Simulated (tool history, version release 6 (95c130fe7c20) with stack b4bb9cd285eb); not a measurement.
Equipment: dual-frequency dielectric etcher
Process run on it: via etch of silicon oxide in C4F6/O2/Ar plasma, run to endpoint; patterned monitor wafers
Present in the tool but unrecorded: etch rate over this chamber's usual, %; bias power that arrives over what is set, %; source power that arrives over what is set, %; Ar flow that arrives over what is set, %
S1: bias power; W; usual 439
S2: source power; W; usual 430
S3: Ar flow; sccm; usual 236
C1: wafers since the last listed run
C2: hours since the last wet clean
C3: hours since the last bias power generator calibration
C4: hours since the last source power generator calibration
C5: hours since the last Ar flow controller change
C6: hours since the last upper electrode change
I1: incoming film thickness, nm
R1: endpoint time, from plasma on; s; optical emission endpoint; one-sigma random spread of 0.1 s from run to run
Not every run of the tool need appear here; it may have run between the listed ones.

run    hour   S1   S2   S3    C1     C2      C3      C4      C5      C6     I1    R1
  1       0  439  430  236     0    448  1921.2  2506.9   667.3  2370.4  165.1  34.3
  2    81.9  439  430  236   610  529.9  2003.1  2588.8   749.2  2452.3  166.2  34.9
  3   178.7  439  430  236   721  626.7  2099.9  2685.6     846  2549.1  164.1  34.4
      233.1  -- wet clean of the chamber
  4     237  439  430  236   255    3.9  2158.2  2743.9   904.3  2607.4  166.2  34.3
  5   324.5  439  430  236   652   91.4  2245.7  2831.4   991.8  2694.9  165.6  34.3
  6   427.1  439  430  236   764    194  2348.3    2934  1094.4  2797.5    165  34.2
  7   518.7  439  430  236   682  285.6  2439.9  3025.6    1186  2889.1  165.5  34.3
  8   562.6  439  430  236   327  329.5  2483.8  3069.5  1229.9    2933  165.1  34.3
  9   615.9  439  430  236   397  382.8  2537.1  3122.8  1283.2  2986.3  164.9  34.3
      757.5  -- wet clean of the chamber
 10   881.1  439  430  236  1797  123.6  2802.3    3388  1548.4  3251.5    167  34.5
 11   971.2  490  430  236   671  213.7  2892.4  3478.1  1638.5  3341.6  165.4  32.7
       1053  -- upper electrode replaced
 12  1053.5  490  430  236   434    296  2974.7  3560.4  1720.8     0.5  167.2  33.4
 13  1107.2  439  480  236   400  349.7  3028.4  3614.1  1774.5    54.2  164.7  33.4
 14  1190.5  382  430  236   620    433  3111.7  3697.4  1857.8   137.5  166.3  36.8
     1214.4  -- Ar flow controller replaced
     1228.4  -- bias power generator calibrated
 15  1251.9  439  430  236   383  494.4    23.5  3758.8    37.5   198.9    165  35.4
 16  1308.5  378  400  236   421    551    80.1  3815.4    94.1   255.5  166.6  38.6
       1379  -- wet clean of the chamber
 17  1409.9  439  430  236   576   30.9   181.5  3916.8   195.5   356.9  164.1  34.6
 18  1511.9  395  520  236   760  132.9   283.5  4018.8   297.5   458.9  164.4  34.3
 19    1567  332  380  283   410    188   338.6  4073.9   352.6     514  164.4    41
     1587.3  -- source power generator calibrated
 20  1645.1  335  490  236   552  266.1   416.7    57.8   430.7   592.1  165.6  37.7
 21  1736.9  439  430  199   684  357.9   508.5   149.6   522.5   683.9  164.5  34.2
 22  1810.9  439  540  236   551  431.9   582.5   223.6   596.5   757.9  165.3  33.1
 23  1856.5  503  430  236   339  477.5   628.1   269.2   642.1   803.5  165.8  33.4
 24  1959.8  439  430  236   770  580.8   731.4   372.5   745.4   906.8  166.4  35.4
     1995.2  -- wet clean of the chamber
 25  2044.6  335  490  236   453   49.4   816.2   457.3   830.2   991.6  164.7  37.3
 26  2103.9  439  430  236   442  108.7   875.5   516.6   889.5  1050.9  163.6  34.2

The tool's hidden state at each run:
source power that arrives over what is set, %: 0 on each run
Ar flow that arrives over what is set, %: 0 on each run
H1: etch rate over this chamber's usual, %
H2: bias power that arrives over what is set, %
run      H1        H2
  1   -1.36      4.79
  2   -1.62      4.85
  3   -1.92      4.92
  4   0.153      4.96
  5  -0.123      5.02
  6  -0.447      5.08
  7  -0.737      5.13
  8  -0.876      5.15
  9   -1.04      5.17
 10  -0.453      5.28
 11  -0.738      5.32
 12  -0.998      5.34
 13   -1.17      5.36
 14   -1.43      5.38
 15   -1.62    -0.268
 16    -1.8  -0.00644
 17  -0.257      0.43
 18  -0.579      0.83
 19  -0.753      1.03
 20      -1       1.3
 21   -1.29      1.59
 22   -1.52      1.81
 23   -1.67      1.93
 24   -1.99       2.2
 25  -0.428       2.4
 26  -0.616      2.53
